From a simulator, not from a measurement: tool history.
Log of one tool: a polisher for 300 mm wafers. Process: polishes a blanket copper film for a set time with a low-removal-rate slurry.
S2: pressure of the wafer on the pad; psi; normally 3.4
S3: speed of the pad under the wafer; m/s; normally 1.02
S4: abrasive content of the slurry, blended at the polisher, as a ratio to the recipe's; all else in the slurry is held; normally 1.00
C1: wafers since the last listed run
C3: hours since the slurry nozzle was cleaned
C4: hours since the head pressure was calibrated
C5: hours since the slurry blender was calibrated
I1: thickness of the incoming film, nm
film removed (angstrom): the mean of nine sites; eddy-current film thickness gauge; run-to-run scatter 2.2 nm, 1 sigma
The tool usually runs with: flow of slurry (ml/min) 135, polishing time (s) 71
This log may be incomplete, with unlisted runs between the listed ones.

{"run": 1, "day": 0.0, "flow of slurry (ml/min)": 135, "S2": 3.4, "S3": 1.02, "S4": 1.0, "polishing time (s)": 71, "C1": 0, "wafers polished on this pad": 795, "C3": 82.2, "C4": 133.5, "C5": 641.3, "I1": 1464.0, "film removed (angstrom)": 2204}
{"day": 5.996, "done": "slurry blender recalibrated"}
{"run": 2, "day": 10.388, "flow of slurry (ml/min)": 135, "S2": 3.4, "S3": 1.02, "S4": 1.0, "polishing time (s)": 71, "C1": 1666, "wafers polished on this pad": 2462, "C3": 331.5, "C4": 382.8, "C5": 105.4, "I1": 1450.2, "film removed (angstrom)": 2229}
{"day": 22.883, "done": "slurry nozzle cleaned"}
{"run": 3, "day": 23.046, "flow of slurry (ml/min)": 135, "S2": 3.4, "S3": 1.02, "S4": 1.0, "polishing time (s)": 71, "C1": 2040, "wafers polished on this pad": 4502, "C3": 3.9, "C4": 686.6, "C5": 409.2, "I1": 1458.3, "film removed (angstrom)": 2210}
{"run": 4, "day": 24.658, "flow of slurry (ml/min)": 135, "S2": 3.4, "S3": 1.02, "S4": 1.0, "polishing time (s)": 71, "C1": 260, "wafers polished on this pad": 4763, "C3": 42.6, "C4": 725.3, "C5": 447.9, "I1": 1455.2, "film removed (angstrom)": 2223}
{"day": 26.675, "done": "worn pad replaced by a new one"}
{"run": 5, "day": 27.004, "flow of slurry (ml/min)": 135, "S2": 3.4, "S3": 1.02, "S4": 1.0, "polishing time (s)": 61, "C1": 352, "wafers polished on this pad": 53, "C3": 98.9, "C4": 781.6, "C5": 504.2, "I1": 1466.0, "film removed (angstrom)": 1888}
{"run": 6, "day": 28.954, "flow of slurry (ml/min)": 135, "S2": 3.4, "S3": 1.02, "S4": 1.0, "polishing time (s)": 61, "C1": 315, "wafers polished on this pad": 368, "C3": 145.7, "C4": 828.4, "C5": 551.0, "I1": 1461.4, "film removed (angstrom)": 1895}
{"day": 29.388, "done": "head pressure recalibrated"}
{"run": 7, "day": 31.125, "flow of slurry (ml/min)": 135, "S2": 3.4, "S3": 0.8, "S4": 0.8, "polishing time (s)": 71, "C1": 337, "wafers polished on this pad": 706, "C3": 197.8, "C4": 41.7, "C5": 603.1, "I1": 1457.4, "film removed (angstrom)": 1666}
{"run": 8, "day": 33.833, "flow of slurry (ml/min)": 135, "S2": 3.4, "S3": 1.02, "S4": 1.0, "polishing time (s)": 71, "C1": 438, "wafers polished on this pad": 1144, "C3": 262.8, "C4": 106.7, "C5": 668.1, "I1": 1459.7, "film removed (angstrom)": 2170}
{"run": 9, "day": 36.708, "flow of slurry (ml/min)": 135, "S2": 3.4, "S3": 1.14, "S4": 1.0, "polishing time (s)": 63, "C1": 464, "wafers polished on this pad": 1609, "C3": 331.8, "C4": 175.7, "C5": 737.1, "I1": 1437.9, "film removed (angstrom)": 2165}
{"run": 10, "day": 38.983, "flow of slurry (ml/min)": 135, "S2": 3.4, "S3": 1.28, "S4": 1.0, "polishing time (s)": 71, "C1": 367, "wafers polished on this pad": 1977, "C3": 386.4, "C4": 230.3, "C5": 791.7, "I1": 1445.1, "film removed (angstrom)": 2762}
{"day": 40.208, "done": "slurry blender recalibrated"}
{"run": 11, "day": 42.075, "flow of slurry (ml/min)": 135, "S2": 3.4, "S3": 1.02, "S4": 1.0, "polishing time (s)": 55, "C1": 486, "wafers polished on this pad": 2463, "C3": 460.6, "C4": 304.5, "C5": 44.8, "I1": 1450.1, "film removed (angstrom)": 1725}
{"run": 12, "day": 46.138, "flow of slurry (ml/min)": 135, "S2": 3.4, "S3": 1.02, "S4": 1.2, "polishing time (s)": 48, "C1": 657, "wafers polished on this pad": 3120, "C3": 558.1, "C4": 402.0, "C5": 142.3, "I1": 1457.5, "film removed (angstrom)": 1542}
{"run": 13, "day": 48.217, "flow of slurry (ml/min)": 135, "S2": 4.3, "S3": 1.02, "S4": 1.2, "polishing time (s)": 71, "C1": 336, "wafers polished on this pad": 3456, "C3": 608.0, "C4": 451.9, "C5": 192.2, "I1": 1471.2, "film removed (angstrom)": 2858}
{"run": 14, "day": 49.996, "flow of slurry (ml/min)": 100, "S2": 3.4, "S3": 1.02, "S4": 1.0, "polishing time (s)": 71, "C1": 287, "wafers polished on this pad": 3744, "C3": 650.7, "C4": 494.6, "C5": 234.9, "I1": 1473.4, "film removed (angstrom)": 2043}
{"run": 15, "day": 52.167, "flow of slurry (ml/min)": 165, "S2": 3.4, "S3": 1.02, "S4": 1.15, "polishing time (s)": 71, "C1": 351, "wafers polished on this pad": 4095, "C3": 702.8, "C4": 546.7, "C5": 287.0, "I1": 1444.7, "film removed (angstrom)": 2328}
{"run": 16, "day": 54.079, "flow of slurry (ml/min)": 135, "S2": 3.4, "S3": 1.02, "S4": 1.25, "polishing time (s)": 79, "C1": 309, "wafers polished on this pad": 4404, "C3": 748.7, "C4": 592.6, "C5": 332.9, "I1": 1459.0, "film removed (angstrom)": 2571}
{"day": 56.288, "done": "slurry nozzle cleaned"}
{"day": 58.162, "done": "worn pad replaced by a new one"}
{"day": 58.296, "done": "head pressure recalibrated"}
{"run": 17, "day": 59.833, "flow of slurry (ml/min)": 135, "S2": 2.3, "S3": 1.02, "S4": 1.1, "polishing time (s)": 71, "C1": 883, "wafers polished on this pad": 257, "C3": 85.1, "C4": 36.9, "C5": 471.0, "I1": 1468.2, "film removed (angstrom)": 1546}
{"run": 18, "day": 62.042, "flow of slurry (ml/min)": 135, "S2": 2.5, "S3": 1.02, "S4": 1.0, "polishing time (s)": 82, "C1": 357, "wafers polished on this pad": 614, "C3": 138.1, "C4": 89.9, "C5": 524.0, "I1": 1444.8, "film removed (angstrom)": 1854}
{"run": 19, "day": 69.725, "flow of slurry (ml/min)": 150, "S2": 3.4, "S3": 0.92, "S4": 0.8, "polishing time (s)": 78, "C1": 1242, "wafers polished on this pad": 1856, "C3": 322.5, "C4": 274.3, "C5": 708.4, "I1": 1445.9, "film removed (angstrom)": 2123}
{"day": 71.392, "done": "slurry blender recalibrated"}
{"run": 20, "day": 75.833, "flow of slurry (ml/min)": 160, "S2": 4.2, "S3": 1.02, "S4": 1.0, "polishing time (s)": 71, "C1": 974, "wafers polished on this pad": 2831, "C3": 469.1, "C4": 420.9, "C5": 106.6, "I1": 1466.1, "film removed (angstrom)": 2778}
{"run": 21, "day": 78.75, "flow of slurry (ml/min)": 135, "S2": 4.1, "S3": 0.88, "S4": 1.0, "polishing time (s)": 55, "C1": 471, "wafers polished on this pad": 3302, "C3": 539.1, "C4": 490.9, "C5": 176.6, "I1": 1436.0, "film removed (angstrom)": 1764}
{"day": 82.383, "done": "slurry nozzle cleaned"}
{"run": 22, "day": 83.033, "flow of slurry (ml/min)": 135, "S2": 3.4, "S3": 1.02, "S4": 1.0, "polishing time (s)": 71, "C1": 685, "wafers polished on this pad": 3988, "C3": 15.6, "C4": 593.7, "C5": 279.4, "I1": 1450.6, "film removed (angstrom)": 2166}
{"day": 88.504, "done": "head pressure recalibrated"}
{"day": 88.679, "done": "worn pad replaced by a new one"}
{"run": 23, "day": 90.904, "flow of slurry (ml/min)": 100, "S2": 4.2, "S3": 1.18, "S4": 1.0, "polishing time (s)": 71, "C1": 1232, "wafers polished on this pad": 359, "C3": 204.5, "C4": 57.6, "C5": 468.3, "I1": 1448.9, "film removed (angstrom)": 2936}
{"run": 24, "day": 94.817, "flow of slurry (ml/min)": 135, "S2": 3.4, "S3": 1.02, "S4": 1.0, "polishing time (s)": 71, "C1": 632, "wafers polished on this pad": 992, "C3": 298.4, "C4": 151.5, "C5": 562.2, "I1": 1442.1, "film removed (angstrom)": 2191}
{"run": 25, "day": 96.542, "flow of slurry (ml/min)": 135, "S2": 3.4, "S3": 1.02, "S4": 1.0, "polishing time (s)": 47, "C1": 278, "wafers polished on this pad": 1271, "C3": 339.8, "C4": 192.9, "C5": 603.6, "I1": 1445.7, "film removed (angstrom)": 1436}
{"run": 26, "day": 99.938, "flow of slurry (ml/min)": 135, "S2": 3.4, "S3": 1.02, "S4": 1.0, "polishing time (s)": 71, "C1": 549, "wafers polished on this pad": 1820, "C3": 421.3, "C4": 274.4, "C5": 685.1, "I1": 1466.1, "film removed (angstrom)": 2213}
{"run": 27, "day": 101.942, "flow of slurry (ml/min)": 155, "S2": 3.4, "S3": 1.02, "S4": 0.85, "polishing time (s)": 71, "C1": 324, "wafers polished on this pad": 2144, "C3": 469.4, "C4": 322.5, "C5": 733.2, "I1": 1433.0, "film removed (angstrom)": 2200}
{"run": 28, "day": 103.525, "flow of slurry (ml/min)": 135, "S2": 3.4, "S3": 1.02, "S4": 1.0, "polishing time (s)": 71, "C1": 256, "wafers polished on this pad": 2400, "C3": 507.4, "C4": 360.5, "C5": 771.2, "I1": 1447.6, "film removed (angstrom)": 2187}
{"day": 106.396, "done": "slurry blender recalibrated"}
{"run": 29, "day": 107.617, "flow of slurry (ml/min)": 135, "S2": 3.4, "S3": 1.02, "S4": 1.0, "polishing time (s)": 71, "C1": 648, "wafers polished on this pad": 3048, "C3": 605.6, "C4": 458.7, "C5": 29.3, "I1": 1442.1, "film removed (angstrom)": 2177}
{"run": 30, "day": 109.45, "flow of slurry (ml/min)": 135, "S2": 4.1, "S3": 1.02, "S4": 1.0, "polishing time (s)": 57, "C1": 296, "wafers polished on this pad": 3345, "C3": 649.6, "C4": 502.7, "C5": 73.3, "I1": 1449.9, "film removed (angstrom)": 2154}

What the log doesn't show, run by run:
removal rate lost through wear of the pad, %: 0 in every run
slurry flow missing at the pad, %: 0 in every run
deviation of the head's pressure from its setpoint, %: 0 in every run
abrasive missing from the slurry, %: 0 in every run
